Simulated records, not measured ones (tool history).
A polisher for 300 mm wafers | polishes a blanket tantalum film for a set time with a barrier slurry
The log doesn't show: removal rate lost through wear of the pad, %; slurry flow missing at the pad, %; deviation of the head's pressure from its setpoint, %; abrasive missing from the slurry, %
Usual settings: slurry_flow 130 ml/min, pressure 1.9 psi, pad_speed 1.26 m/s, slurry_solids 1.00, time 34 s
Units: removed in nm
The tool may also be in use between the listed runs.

run   hour  slurry_flow  pressure  pad_speed  slurry_solids  time  wafers since the last listed run  wafers polished on this pad  hours since the slurry nozzle was cleaned  hours since the head pressure was calibrated  hours since the slurry blender was calibrated  incoming thickness of the incoming film, nm  removed
  1    0.0          130       1.9       1.26           1.00    34                                 0                          206                                      101.3                                         425.3                                           32.0                                        221.5     60.9
  2    8.7          130       1.9       1.26           1.00    34                               100                          306                                      110.0                                         434.0                                           40.7                                        218.8     60.3
  3   17.9          130       1.9       1.26           1.00    34                               105                          412                                      119.2                                         443.2                                           49.9                                        220.7     59.5
  4   34.9          130       1.9       1.26           1.10    30                               195                          608                                      136.2                                         460.2                                           66.9                                        220.9     53.4
  5   52.9          130       1.9       1.26           1.10    30                               207                          815                                      154.2                                         478.2                                           84.9                                        224.8     52.2
      78.7  -- worn pad replaced by a new one
  6  102.6          130       1.9       1.26           1.10    30                               526                          275                                      203.9                                         527.9                                          134.6                                        216.7     51.3
  7  114.0          130       2.4       1.26           1.00    34                               131                          407                                      215.3                                         539.3                                          146.0                                        215.4     71.0
  8  120.6          130       2.4       1.26           1.00    34                                76                          483                                      221.9                                         545.9                                          152.6                                        220.2     70.4
  9  136.4          130       2.4       1.26           1.00    34                               181                          665                                      237.7                                         561.7                                          168.4                                        220.7     70.1
     145.6  -- slurry nozzle cleaned
     150.1  -- slurry blender recalibrated
 10  150.6          130       2.2       1.26           1.00    34                               128                          794                                        5.0                                         575.9                                            0.5                                        217.1     72.3
 11  158.4          130       1.9       1.26           1.00    34                                89                          883                                       12.8                                         583.7                                            8.3                                        219.7     62.6
     172.7  -- worn pad replaced by a new one
 12  174.6          130       1.9       1.26           1.00    34                               140                           21                                       29.0                                         599.9                                           24.5                                        216.1     61.1
 13  216.4          130       1.9       1.26           1.00    34                               481                          503                                       70.8                                         641.7                                           66.3                                        220.3     57.4
 14  231.7          130       1.9       1.26           1.00    34                               176                          679                                       86.1                                         657.0                                           81.6                                        216.9     57.9
 15  247.2          130       2.4       0.88           0.75    34                               178                          858                                      101.6                                         672.5                                           97.1                                        221.1     50.4
     256.8  -- worn pad replaced by a new one
 16  259.9          155       1.9       1.26           1.00    34                               100                           36                                      114.3                                         685.2                                          109.8                                        219.3     56.9

The next listed run, before its measurement:
 17  299.9          115       1.9       1.44           1.00    34                               460                          496                                      154.3                                         725.2                                          149.8                                        224.2        ?

removed: 58.6 nm
Without the tool's hidden state the same run would have given removed 68.2 nm.
